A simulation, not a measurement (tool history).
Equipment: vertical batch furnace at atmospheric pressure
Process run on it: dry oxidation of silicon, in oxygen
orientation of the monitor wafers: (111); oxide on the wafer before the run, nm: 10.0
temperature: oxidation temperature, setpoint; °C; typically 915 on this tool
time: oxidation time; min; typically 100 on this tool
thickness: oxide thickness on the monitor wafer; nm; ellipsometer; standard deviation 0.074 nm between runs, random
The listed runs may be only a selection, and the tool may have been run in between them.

| run | hour | temperature | time | wafers since the last listed run | hours since the last temperature calibration | hours since the boat lift was adjusted | hours since the gauge calibration | read-back reference wafer on the same gauge, thickness | thickness |
|---|---|---|---|---|---|---|---|---|---|
| 1 | 0 | 933 | 75.5 | 0 | 3428.2 | 4986.2 | 10.4 | 44.91 | 50.39 |
| 2 | 27.5 | 933 | 75.5 | 309 | 3455.7 | 5013.7 | 37.9 | 44.89 | 50.47 |
| 3 | 51.9 | 915 | 100 | 274 | 3480.1 | 5038.1 | 62.3 | 44.91 | 52 |
| 4 | 63.9 | 915 | 100 | 134 | 3492.1 | 5050.1 | 74.3 | 44.9 | 52.05 |
| 5 | 87.7 | 915 | 100 | 267 | 3515.9 | 5073.9 | 98.1 | 44.9 | 52.04 |
| 6 | 109.8 | 915 | 100 | 248 | 3538 | 5096 | 120.2 | 44.89 | 52.02 |
| 7 | 126.6 | 915 | 100 | 188 | 3554.8 | 5112.8 | 137 | 44.9 | 51.93 |
| 8 | 139.7 | 915 | 115 | 147 | 3567.9 | 5125.9 | 150.1 | 44.89 | 56.71 |
| 9 | 156.6 | 915 | 100 | 189 | 3584.8 | 5142.8 | 167 | 44.88 | 52.15 |
| 10 | 184.9 | 915 | 100 | 318 | 3613.1 | 5171.1 | 195.3 | 44.91 | 52.06 |
| 11 | 214.4 | 915 | 100 | 331 | 3642.6 | 5200.6 | 224.8 | 44.9 | 52.05 |
| 12 | 235.9 | 934 | 100 | 241 | 3664.1 | 5222.1 | 246.3 | 44.89 | 60.76 |
|  | 265.6 | thermocouples replaced and temperature profile calibrated |
| 13 | 266.1 | 922 | 100 | 69 | 0.5 | 5252.3 | 276.5 | 44.9 | 52.8 |
| 14 | 275.3 | 915 | 100 | 103 | 9.7 | 5261.5 | 285.7 | 44.9 | 49.59 |
|  | 345.9 | boat lift adjusted |
| 15 | 346.4 | 915 | 100 | 529 | 80.8 | 0.5 | 356.8 | 44.9 | 49.72 |
| 16 | 354.9 | 915 | 100 | 95 | 89.3 | 9 | 365.3 | 44.91 | 49.6 |
| 17 | 388.8 | 932 | 52 | 380 | 123.2 | 42.9 | 399.2 | 44.9 | 38.36 |
|  | 388.8 | gauge calibrated |
| 18 | 412.3 | 895 | 72.5 | 264 | 146.7 | 66.4 | 23.5 | 44.92 | 34.48 |
| 19 | 426.6 | 902 | 63 | 160 | 161 | 80.7 | 37.8 | 44.89 | 33.72 |
| 20 | 445.4 | 895 | 137 | 211 | 179.8 | 99.5 | 56.6 | 44.9 | 50.73 |
| 21 | 459.1 | 924 | 116.5 | 153 | 193.5 | 113.2 | 70.3 | 44.9 | 59.62 |
| 22 | 484.1 | 915 | 54 | 280 | 218.5 | 138.2 | 95.3 | 44.91 | 34.31 |
| 23 | 505.2 | 915 | 100 | 237 | 239.6 | 159.3 | 116.4 | 44.91 | 50.15 |

Below are 5 alternative next runs, each starting from the tool's condition after run 23. Predict each:
| A | 510.9 | 915 | 54.5 | 64 | 245.3 | 165 | 122.1 | ? | ? |
| B | 510.9 | 892 | 73 | 64 | 245.3 | 165 | 122.1 | ? | ? |
| C | 510.9 | 933 | 129.5 | 64 | 245.3 | 165 | 122.1 | ? | ? |
| D | 510.9 | 935 | 87 | 64 | 245.3 | 165 | 122.1 | ? | ? |
| E | 510.9 | 896 | 73.5 | 64 | 245.3 | 165 | 122.1 | ? | ? |

| run | read-back reference wafer on the same gauge, thickness | thickness |
|---|---|---|
| A | 44.89 | 34.59 |
| B | 44.89 | 33.79 |
| C | 44.89 | 68.74 |
| D | 44.89 | 54.1 |
| E | 44.89 | 35.09 |
Take away the tool's hidden state, keep each run's random variation, and the runs would have read:
| run | thickness |
|---|---|
| A | 34.29 |
| B | 33.5 |
| C | 68.17 |
| D | 53.66 |
| E | 34.78 |
